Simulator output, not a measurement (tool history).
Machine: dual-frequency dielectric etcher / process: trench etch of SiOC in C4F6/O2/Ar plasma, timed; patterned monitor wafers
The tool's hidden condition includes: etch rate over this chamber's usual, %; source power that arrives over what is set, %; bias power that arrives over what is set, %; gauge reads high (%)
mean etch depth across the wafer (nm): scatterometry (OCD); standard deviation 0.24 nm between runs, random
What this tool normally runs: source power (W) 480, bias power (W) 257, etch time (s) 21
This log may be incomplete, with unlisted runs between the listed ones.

| run | hour | source power (W) | bias power (W) | etch time (s) | wafers since the last listed run | hours since the last wet clean | hours since the last source power generator calibration | hours since the last bias power generator calibration | hours since the last upper electrode change | hours since the gauge calibration | read-back reference wafer on the same gauge, depth_nm | mean etch depth across the wafer (nm) |
|---|---|---|---|---|---|---|---|---|---|---|---|---|
| 1 | 0 | 480 | 257 | 21 | 0 | 359.7 | 5301.6 | 3991.5 | 2755.7 | 71.8 | 50.8 | 51.7 |
| 2 | 31.9 | 480 | 257 | 21 | 285 | 391.6 | 5333.5 | 4023.4 | 2787.6 | 103.7 | 50.8 | 51.6 |
| 3 | 58.1 | 480 | 257 | 21 | 234 | 417.8 | 5359.7 | 4049.6 | 2813.8 | 129.9 | 50.7 | 51.5 |
| 4 | 89.7 | 480 | 257 | 21 | 282 | 449.4 | 5391.3 | 4081.2 | 2845.4 | 161.5 | 50.8 | 51.5 |
| 5 | 114.1 | 480 | 257 | 21 | 218 | 473.8 | 5415.7 | 4105.6 | 2869.8 | 185.9 | 50.9 | 51.3 |
| 6 | 145.7 | 480 | 257 | 21 | 282 | 505.4 | 5447.3 | 4137.2 | 2901.4 | 217.5 | 50.8 | 51.4 |
|  | 174.1 | upper electrode replaced |
| 7 | 174.6 | 480 | 257 | 21 | 43 | 534.3 | 5476.2 | 4166.1 | 0.5 | 246.4 | 50.8 | 51 |
|  | 181.2 | gauge calibrated |
|  | 203.2 | wet clean of the chamber |
| 8 | 203.7 | 480 | 257 | 21 | 45 | 0.5 | 5505.3 | 4195.2 | 29.6 | 22.5 | 50.8 | 50.5 |
|  | 214.1 | bias power generator calibrated |
| 9 | 216.6 | 560 | 237 | 17 | 79 | 13.4 | 5518.2 | 2.5 | 42.5 | 35.4 | 50.8 | 41.3 |
| 10 | 238.2 | 480 | 257 | 21 | 192 | 35 | 5539.8 | 24.1 | 64.1 | 57 | 50.8 | 50.2 |
|  | 267.9 | wet clean of the chamber, repeated, since the last time left the tool worse |
| 11 | 272.2 | 380 | 316 | 25.5 | 89 | 4.3 | 5573.8 | 58.1 | 98.1 | 91 | 50.8 | 64 |
| 12 | 299.9 | 480 | 257 | 21 | 247 | 32 | 5601.5 | 85.8 | 125.8 | 118.7 | 50.8 | 53 |

Forecast run 13:
|  | 306.3 | source power generator calibrated |
| 13 | 328 | 400 | 257 | 21 | 215 | 60.1 | 21.7 | 113.9 | 153.9 | 146.8 | ? | ? |

{"run 13": {"read-back reference wafer on the same gauge, depth_nm": 50.8, "mean etch depth across the wafer (nm)": 49.4}}
With no hidden state in the tool, this same run would have given mean etch depth across the wafer (nm) 49.3.
